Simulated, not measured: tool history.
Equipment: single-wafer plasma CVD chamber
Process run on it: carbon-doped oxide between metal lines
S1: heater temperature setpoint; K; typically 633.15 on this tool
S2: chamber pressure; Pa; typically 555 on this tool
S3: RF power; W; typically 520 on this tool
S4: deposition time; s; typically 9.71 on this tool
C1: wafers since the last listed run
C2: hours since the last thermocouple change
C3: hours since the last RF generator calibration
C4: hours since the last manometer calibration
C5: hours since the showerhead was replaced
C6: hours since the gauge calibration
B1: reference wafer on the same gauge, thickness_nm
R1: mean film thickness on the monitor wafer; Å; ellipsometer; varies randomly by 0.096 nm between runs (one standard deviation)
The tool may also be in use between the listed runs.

Run 1, hour 0: usual settings; C1 0; C2 456; C3 2032.8; C4 1953.2; C5 4727.1; C6 430.1; B1 55.353. Result: R1 478.76 Å.
Run 2, hour 83.4: usual settings; C1 1457; C2 539.4; C3 2116.2; C4 2036.6; C5 4810.5; C6 513.5; B1 55.398. Result: R1 476.75 Å.
Run 3, hour 119.8: usual settings; C1 636; C2 575.8; C3 2152.6; C4 2073; C5 4846.9; C6 549.9; B1 55.372. Result: R1 476.4 Å.
Run 4, hour 154.7: usual settings; C1 610; C2 610.7; C3 2187.5; C4 2107.9; C5 4881.8; C6 584.8; B1 55.443. Result: R1 477.3 Å.
Run 5, hour 188.8: usual settings; C1 596; C2 644.8; C3 2221.6; C4 2142; C5 4915.9; C6 618.9; B1 55.369. Result: R1 476.37 Å.
Run 6, hour 224.6: usual settings; C1 625; C2 680.6; C3 2257.4; C4 2177.8; C5 4951.7; C6 654.7; B1 55.365. Result: R1 475.19 Å.
Run 7, hour 244.9: usual settings; C1 354; C2 700.9; C3 2277.7; C4 2198.1; C5 4972; C6 675; B1 55.375. Result: R1 476.05 Å.
Run 8, hour 270.6: usual settings; C1 449; C2 726.6; C3 2303.4; C4 2223.8; C5 4997.7; C6 700.7; B1 55.367. Result: R1 476.2 Å.
At hour 280.5: gauge calibrated.
Run 9, hour 299.2: usual settings; C1 499; C2 755.2; C3 2332; C4 2252.4; C5 5026.3; C6 18.7; B1 55.383. Result: R1 475.88 Å.
Run 10, hour 333.5: usual settings; C1 599; C2 789.5; C3 2366.3; C4 2286.7; C5 5060.6; C6 53; B1 55.367. Result: R1 475.35 Å.
Run 11, hour 351.8: usual settings; C1 319; C2 807.8; C3 2384.6; C4 2305; C5 5078.9; C6 71.3; B1 55.413. Result: R1 475.52 Å.
At hour 383: RF generator calibrated.
At hour 385.5: thermocouple changed; heater temperature recalibrated.
Run 12, hour 386.3: usual settings; C1 418; C2 0.8; C3 3.3; C4 2339.5; C5 5113.4; C6 105.8; B1 55.415. Result: R1 476.87 Å.
Run 13, hour 421.4: usual settings; C1 613; C2 35.9; C3 38.4; C4 2374.6; C5 5148.5; C6 140.9; B1 55.392. Result: R1 476.03 Å.
Run 14, hour 446.4: usual settings; C1 437; C2 60.9; C3 63.4; C4 2399.6; C5 5173.5; C6 165.9; B1 55.358. Result: R1 475.98 Å.
Run 15, hour 458.7: usual settings; C1 215; C2 73.2; C3 75.7; C4 2411.9; C5 5185.8; C6 178.2; B1 55.416. Result: R1 477.45 Å.
Run 16, hour 486.7: usual settings but S2 485 Pa, S4 10.39 s; C1 489; C2 101.2; C3 103.7; C4 2439.9; C5 5213.8; C6 206.2; B1 55.38. Result: R1 501.61 Å.
Run 17, hour 500.5: usual settings but S1 619.15 K; C1 241; C2 115; C3 117.5; C4 2453.7; C5 5227.6; C6 220; B1 55.404. Result: R1 498.64 Å.
Run 18, hour 516.3: usual settings but S1 640.15 K, S2 632 Pa, S3 495 W, S4 11.27 s; C1 276; C2 130.8; C3 133.3; C4 2469.5; C5 5243.4; C6 235.8; B1 55.389. Result: R1 524.5 Å.
At hour 538.8: capacitance manometer re-zeroed and calibrated.
Run 19, hour 545.7: usual settings but S1 643.15 K, S3 440 W, S4 8.54 s; C1 374; C2 160.2; C3 162.7; C4 6.9; C5 5272.8; C6 265.2; B1 55.38. Result: R1 349.29 Å.
At hour 563.2: showerhead replaced.
Run 20, hour 573.5: usual settings but S1 621.15 K, S2 476 Pa, S3 490 W, S4 11.11 s; C1 346; C2 188; C3 190.5; C4 34.7; C5 10.3; C6 293; B1 55.377. Result: R1 530.36 Å.
Run 21, hour 637.9: usual settings but S2 493 Pa, S4 10.86 s; C1 1125; C2 252.4; C3 254.9; C4 99.1; C5 74.7; C6 357.4; B1 55.362. Result: R1 526.73 Å.
Run 22, hour 665.3: usual settings but S1 647.15 K; C1 478; C2 279.8; C3 282.3; C4 126.5; C5 102.1; C6 384.8; B1 55.461. Result: R1 459.57 Å.
Run 23, hour 679.3: usual settings but S2 497 Pa, S3 425 W; C1 244; C2 293.8; C3 296.3; C4 140.5; C5 116.1; C6 398.8; B1 55.431. Result: R1 390.15 Å.
Run 24, hour 696.9: usual settings but S2 511 Pa, S4 8.43 s; C1 307; C2 311.4; C3 313.9; C4 158.1; C5 133.7; C6 416.4; B1 55.424. Result: R1 410.29 Å.
Run 25, hour 732.5: usual settings but S2 464 Pa, S3 560 W; C1 622; C2 347; C3 349.5; C4 193.7; C5 169.3; C6 452; B1 55.4. Result: R1 497.4 Å.
Run 26, hour 748: usual settings; C1 270; C2 362.5; C3 365; C4 209.2; C5 184.8; C6 467.5; B1 55.416. Result: R1 475.91 Å.
Run 27, hour 776.4: usual settings; C1 496; C2 390.9; C3 393.4; C4 237.6; C5 213.2; C6 495.9; B1 55.416. Result: R1 476.11 Å.
Run 28, hour 810.2: usual settings but S1 628.15 K, S2 431 Pa, S3 590 W, S4 8.99 s; C1 590; C2 424.7; C3 427.2; C4 271.4; C5 247; C6 529.7; B1 55.411. Result: R1 484.68 Å.
Run 29, hour 837.7: usual settings; C1 480; C2 452.2; C3 454.7; C4 298.9; C5 274.5; C6 557.2; B1 55.432. Result: R1 476.69 Å.

4 ways to go on from here, each from the tool as it stands after run 29. What would each give?
Run A, hour 838.1: usual settings; C1 6; C2 452.6; C3 455.1; C4 299.3; C5 274.9; C6 557.6; B1 ?. Result: R1 ?.
Run B, hour 838.1: usual settings but S2 657 Pa, S4 7.93 s; C1 6; C2 452.6; C3 455.1; C4 299.3; C5 274.9; C6 557.6; B1 ?. Result: R1 ?.
Run C, hour 838.1: usual settings but S1 622.15 K, S2 467 Pa, S3 440 W, S4 7.77 s; C1 6; C2 452.6; C3 455.1; C4 299.3; C5 274.9; C6 557.6; B1 ?. Result: R1 ?.
Run D, hour 838.1: usual settings but S1 620.15 K, S2 692 Pa, S3 625 W, S4 11.3 s; C1 6; C2 452.6; C3 455.1; C4 299.3; C5 274.9; C6 557.6; B1 ?. Result: R1 ?.

run      B1      R1
  A  55.396  476.76
  B  55.396  397.77
  C  55.396  333.85
  D  55.396   683.7
Stripped of hidden state, with their random variation kept, the same runs would have yielded:
run      R1
  A  476.76
  B  397.77
  C  333.85
  D   683.7

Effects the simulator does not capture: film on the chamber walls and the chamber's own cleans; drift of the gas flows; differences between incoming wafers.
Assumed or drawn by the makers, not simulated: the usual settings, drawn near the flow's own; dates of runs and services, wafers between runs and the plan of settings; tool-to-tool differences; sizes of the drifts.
